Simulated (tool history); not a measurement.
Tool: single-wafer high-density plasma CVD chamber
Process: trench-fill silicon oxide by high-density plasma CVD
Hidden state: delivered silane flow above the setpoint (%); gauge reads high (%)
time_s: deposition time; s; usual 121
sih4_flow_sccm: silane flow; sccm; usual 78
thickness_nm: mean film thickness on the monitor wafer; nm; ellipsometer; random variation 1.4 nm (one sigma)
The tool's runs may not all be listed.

run	hour	time_s	sih4_flow_sccm	wafers since the last listed run	hours since the silane flow controller was replaced	hours since the gauge calibration	read-back reference wafer on the same gauge, thickness_nm	thickness_nm
1	0	121	78	0	4222	256.9	1143.27	983.749
2	59.8	121	78	599	4281.8	316.7	1143.026	986.05
3	119.2	137	78	595	4341.2	376.1	1143.201	1117.079
4	177.7	137	78	586	4399.7	434.6	1142.806	1117.617
5	204.6	137	78	269	4426.6	461.5	1142.847	1115.783
6	244.6	139	78	400	4466.6	501.5	1143.04	1137.122
7	294.5	121	90	500	4516.5	551.4	1142.931	1089.04
8	346.5	121	78	521	4568.5	603.4	1142.995	988.094
# hour 384.6: silane flow controller replaced
9	385.1	111	83	306	0.5	642	1142.928	961.277
10	419.5	138	87	344	34.9	676.4	1143.025	1235.096
11	482	114	65	626	97.4	738.9	1143.141	841.535
12	508	121	78	260	123.4	764.9	1142.587	1009.1
# hour 520.5: silane flow controller replaced, repeated, since the last time left the tool worse
# hour 525.7: gauge calibrated
13	686.3	138	67	1707	165.8	160.6	1142.975	998.139
14	738.4	121	62	522	217.9	212.7	1143.286	833.803

4 ways to go on from here, each from the tool as it stands after run 14. What would each give?
A	738.8	121	78	4	218.3	213.1	?	?
B	738.8	142	71	4	218.3	213.1	?	?
C	738.8	135	71	4	218.3	213.1	?	?
D	738.8	106	78	4	218.3	213.1	?	?

run	read-back reference wafer on the same gauge, thickness_nm	thickness_nm
A	1143.029	966.452
B	1143.029	1065.961
C	1143.029	1013.413
D	1143.029	846.644
Without the tool's hidden state the same runs would have given:
run	thickness_nm
A	957.758
B	1056.371
C	1004.296
D	839.027
